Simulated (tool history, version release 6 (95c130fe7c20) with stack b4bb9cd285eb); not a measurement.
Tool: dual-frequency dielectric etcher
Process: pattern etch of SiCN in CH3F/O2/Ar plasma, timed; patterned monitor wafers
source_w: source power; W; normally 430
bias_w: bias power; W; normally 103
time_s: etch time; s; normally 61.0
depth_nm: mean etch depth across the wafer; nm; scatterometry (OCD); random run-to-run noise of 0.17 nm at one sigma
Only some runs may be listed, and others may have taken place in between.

run,day,source_w,bias_w,time_s,wafers since the last listed run,hours since the last wet clean,hours since the last source power generator calibration,hours since the last bias power generator calibration,hours since the last upper electrode change,hours since the gauge calibration,"read-back reference wafer on the same gauge, depth_nm",depth_nm
1,0.000,430,103,75.0,0,222.0,1674.2,1648.6,2127.8,625.4,28.71,36.72
2,1.583,430,103,75.0,519,260.0,1712.2,1686.6,2165.8,663.4,28.70,37.25
3,4.183,430,103,61.0,852,322.4,1774.6,1749.0,2228.2,725.8,28.75,29.99
4,7.054,430,103,61.0,941,391.3,1843.5,1817.9,2297.1,794.7,28.71,30.27
5,11.092,360,93,61.0,1323,488.2,1940.4,1914.8,2394.0,891.6,28.72,25.84
# day 15.988: wet clean of the chamber
6,16.008,360,93,61.0,1283,0.5,2058.4,2032.8,2512.0,1009.6,28.73,25.28
7,17.650,430,111,61.0,538,39.9,2097.8,2072.2,2551.4,1049.0,28.68,30.96
# day 20.283: upper electrode replaced
8,21.046,430,111,61.0,785,121.4,2179.3,2153.7,18.3,1130.5,28.72,31.44
9,22.854,470,103,61.0,592,164.8,2222.7,2197.1,61.7,1173.9,28.75,31.69
10,33.767,430,103,61.0,3577,426.7,2484.6,2459.0,323.6,1435.8,28.70,30.32
11,35.338,430,103,61.0,514,464.4,2522.3,2496.7,361.3,1473.5,28.73,30.61
# day 38.267: bias power generator calibrated
12,38.621,430,103,61.0,1021,543.2,2601.1,8.5,440.1,1552.3,28.69,30.89
# day 40.867: wet clean of the chamber
13,42.979,430,103,61.0,1100,50.7,2705.7,113.1,544.7,1656.9,28.69,30.00
14,44.654,380,103,55.0,549,90.9,2745.9,153.3,584.9,1697.1,28.72,25.17
15,48.562,430,103,61.0,1281,184.7,2839.7,247.1,678.7,1790.9,28.71,30.14
16,50.583,350,116,49.0,662,233.2,2888.2,295.6,727.2,1839.4,28.71,23.41
# day 50.938: gauge calibrated
17,52.238,460,103,61.0,542,272.9,2927.9,335.3,766.9,31.2,28.70,31.59
18,55.079,380,78,61.0,931,341.1,2996.1,403.5,835.1,99.4,28.66,24.04
19,58.829,370,103,61.0,1229,431.1,3086.1,493.5,925.1,189.4,28.71,28.35
# day 59.938: source power generator calibrated
20,62.962,430,103,61.0,1300,530.3,72.6,592.7,1024.3,288.6,28.67,30.57
# day 66.379: wet clean of the chamber
21,66.400,330,115,45.0,799,0.5,155.1,675.2,1106.8,371.1,28.70,20.07
22,68.088,330,90,61.0,553,41.0,195.6,715.7,1147.3,411.6,28.69,23.49
23,71.392,430,103,61.0,1083,120.3,274.9,795.0,1226.6,490.9,28.72,29.66
24,73.250,430,103,61.0,609,164.9,319.5,839.6,1271.2,535.5,28.73,30.10
25,75.500,470,128,61.0,737,218.9,373.5,893.6,1325.2,589.5,28.70,35.56
26,77.592,430,103,56.5,685,269.1,423.7,943.8,1375.4,639.7,28.72,28.09
27,80.317,430,96,61.0,893,334.5,489.1,1009.2,1440.8,705.1,28.66,28.83
28,82.183,380,110,66.0,611,379.3,533.9,1054.0,1485.6,749.9,28.71,32.10
29,85.454,330,90,61.0,1072,457.8,612.4,1132.5,1564.1,828.4,28.71,24.39

Each row is a separate what-if for the run after 29, all from the same tool condition, not one after another. Results?
A,85.471,430,103,61.0,5,458.2,612.8,1132.9,1564.5,828.8,?,?
B,85.471,460,90,75.5,5,458.2,612.8,1132.9,1564.5,828.8,?,?
C,85.471,340,103,70.5,5,458.2,612.8,1132.9,1564.5,828.8,?,?
D,85.471,480,103,55.5,5,458.2,612.8,1132.9,1564.5,828.8,?,?
E,85.471,430,103,69.0,5,458.2,612.8,1132.9,1564.5,828.8,?,?

run,"read-back reference wafer on the same gauge, depth_nm",depth_nm
A,28.72,30.42
B,28.72,35.85
C,28.72,31.04
D,28.72,29.23
E,28.72,34.41
Without the tool's hidden state the same runs would have given:
run,depth_nm
A,29.37
B,34.61
C,29.97
D,28.22
E,33.22
